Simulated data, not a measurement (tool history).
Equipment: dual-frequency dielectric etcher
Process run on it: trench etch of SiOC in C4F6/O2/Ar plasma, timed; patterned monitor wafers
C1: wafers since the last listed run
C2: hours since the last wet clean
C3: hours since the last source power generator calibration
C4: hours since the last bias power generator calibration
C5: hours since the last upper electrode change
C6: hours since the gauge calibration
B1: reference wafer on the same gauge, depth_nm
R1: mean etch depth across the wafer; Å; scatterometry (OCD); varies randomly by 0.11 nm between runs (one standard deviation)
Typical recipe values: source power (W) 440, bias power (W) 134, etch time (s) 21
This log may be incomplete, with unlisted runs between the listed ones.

run 1 hour=0 | source_power_(W)=440 bias_power_(W)=134 etch_time_(s)=21 | C1=0 C2=203.6 C3=2836.1 C4=682.6 C5=4948.2 C6=312.3 | B1=37.92 | R1=363.9
run 2 hour=70.3 | source_power_(W)=440 bias_power_(W)=134 etch_time_(s)=21 | C1=792 C2=273.9 C3=2906.4 C4=752.9 C5=5018.5 C6=382.6 | B1=37.88 | R1=363.5
run 3 hour=160.8 | source_power_(W)=440 bias_power_(W)=134 etch_time_(s)=21 | C1=1020 C2=364.4 C3=2996.9 C4=843.4 C5=5109 C6=473.1 | B1=37.9 | R1=362.9
-- hour=192.2 wet clean of the chamber
run 4 hour=222.1 | source_power_(W)=440 bias_power_(W)=134 etch_time_(s)=21 | C1=420 C2=29.9 C3=3058.2 C4=904.7 C5=5170.3 C6=534.4 | B1=37.86 | R1=363.7
run 5 hour=288.4 | source_power_(W)=440 bias_power_(W)=134 etch_time_(s)=21 | C1=747 C2=96.2 C3=3124.5 C4=971 C5=5236.6 C6=600.7 | B1=37.93 | R1=362.9
run 6 hour=358 | source_power_(W)=440 bias_power_(W)=134 etch_time_(s)=21 | C1=785 C2=165.8 C3=3194.1 C4=1040.6 C5=5306.2 C6=670.3 | B1=37.93 | R1=362.9
run 7 hour=404 | source_power_(W)=440 bias_power_(W)=134 etch_time_(s)=21 | C1=518 C2=211.8 C3=3240.1 C4=1086.6 C5=5352.2 C6=716.3 | B1=37.91 | R1=362.5
run 8 hour=467.6 | source_power_(W)=440 bias_power_(W)=134 etch_time_(s)=21 | C1=717 C2=275.4 C3=3303.7 C4=1150.2 C5=5415.8 C6=779.9 | B1=37.9 | R1=362.1
-- hour=562.1 wet clean of the chamber
run 9 hour=562.6 | source_power_(W)=440 bias_power_(W)=159 etch_time_(s)=21 | C1=800 C2=0.5 C3=3398.7 C4=1245.2 C5=5510.8 C6=874.9 | B1=37.89 | R1=381.4
run 10 hour=643.8 | source_power_(W)=440 bias_power_(W)=159 etch_time_(s)=21 | C1=915 C2=81.7 C3=3479.9 C4=1326.4 C5=5592 C6=956.1 | B1=37.87 | R1=381.9
run 11 hour=735.4 | source_power_(W)=350 bias_power_(W)=106 etch_time_(s)=27 | C1=1033 C2=173.3 C3=3571.5 C4=1418 C5=5683.6 C6=1047.7 | B1=37.97 | R1=390.1
run 12 hour=812.6 | source_power_(W)=540 bias_power_(W)=157 etch_time_(s)=21 | C1=870 C2=250.5 C3=3648.7 C4=1495.2 C5=5760.8 C6=1124.9 | B1=37.92 | R1=416.1
-- hour=909.3 wet clean of the chamber
-- hour=992.8 gauge calibrated
-- hour=997 source power generator calibrated
run 13 hour=1033.1 | source_power_(W)=440 bias_power_(W)=134 etch_time_(s)=21 | C1=2171 C2=123.8 C3=36.1 C4=1715.7 C5=5981.3 C6=40.3 | B1=37.91 | R1=357.2
run 14 hour=1110.1 | source_power_(W)=440 bias_power_(W)=134 etch_time_(s)=25.5 | C1=868 C2=200.8 C3=113.1 C4=1792.7 C5=6058.3 C6=117.3 | B1=37.92 | R1=434.1
-- hour=1173.7 upper electrode replaced
-- hour=1175 bias power generator calibrated
run 15 hour=1212.1 | source_power_(W)=490 bias_power_(W)=134 etch_time_(s)=17 | C1=865 C2=302.8 C3=215.1 C4=37.1 C5=38.4 C6=219.3 | B1=37.91 | R1=308
-- hour=1255.7 wet clean of the chamber
run 16 hour=1276.6 | source_power_(W)=500 bias_power_(W)=165 etch_time_(s)=21 | C1=456 C2=20.9 C3=279.6 C4=101.6 C5=102.9 C6=283.8 | B1=37.9 | R1=415
run 17 hour=1328.4 | source_power_(W)=490 bias_power_(W)=134 etch_time_(s)=21 | C1=584 C2=72.7 C3=331.4 C4=153.4 C5=154.7 C6=335.6 | B1=37.89 | R1=379.8
run 18 hour=1387.7 | source_power_(W)=440 bias_power_(W)=134 etch_time_(s)=21 | C1=668 C2=132 C3=390.7 C4=212.7 C5=214 C6=394.9 | B1=37.88 | R1=366.2
run 19 hour=1458.4 | source_power_(W)=440 bias_power_(W)=134 etch_time_(s)=21 | C1=797 C2=202.7 C3=461.4 C4=283.4 C5=284.7 C6=465.6 | B1=37.93 | R1=362.3
run 20 hour=1518.3 | source_power_(W)=440 bias_power_(W)=134 etch_time_(s)=21 | C1=675 C2=262.6 C3=521.3 C4=343.3 C5=344.6 C6=525.5 | B1=37.91 | R1=365.2
-- hour=1578.2 wet clean of the chamber
run 21 hour=1585 | source_power_(W)=440 bias_power_(W)=134 etch_time_(s)=25 | C1=481 C2=6.8 C3=588 C4=410 C5=411.3 C6=592.2 | B1=37.92 | R1=433.2

For each run, what was the tool's unlogged condition?
etch rate over this chamber's usual, %: 0 on each run
source power that arrives over what is set, %: 0 on each run
gauge reads high (%): 0 on each run
H1: bias power that arrives over what is set, %
run=1 H1=-0.841
run=2 H1=-0.975
run=3 H1=-1.17
run=4 H1=-1.31
run=5 H1=-1.47
run=6 H1=-1.66
run=7 H1=-1.79
run=8 H1=-1.98
run=9 H1=-2.28
run=10 H1=-2.55
run=11 H1=-2.89
run=12 H1=-3.19
run=13 H1=-4.12
run=14 H1=-4.48
run=15 H1=-0.116
run=16 H1=-0.128
run=17 H1=-0.146
run=18 H1=-0.174
run=19 H1=-0.221
run=20 H1=-0.271
run=21 H1=-0.337

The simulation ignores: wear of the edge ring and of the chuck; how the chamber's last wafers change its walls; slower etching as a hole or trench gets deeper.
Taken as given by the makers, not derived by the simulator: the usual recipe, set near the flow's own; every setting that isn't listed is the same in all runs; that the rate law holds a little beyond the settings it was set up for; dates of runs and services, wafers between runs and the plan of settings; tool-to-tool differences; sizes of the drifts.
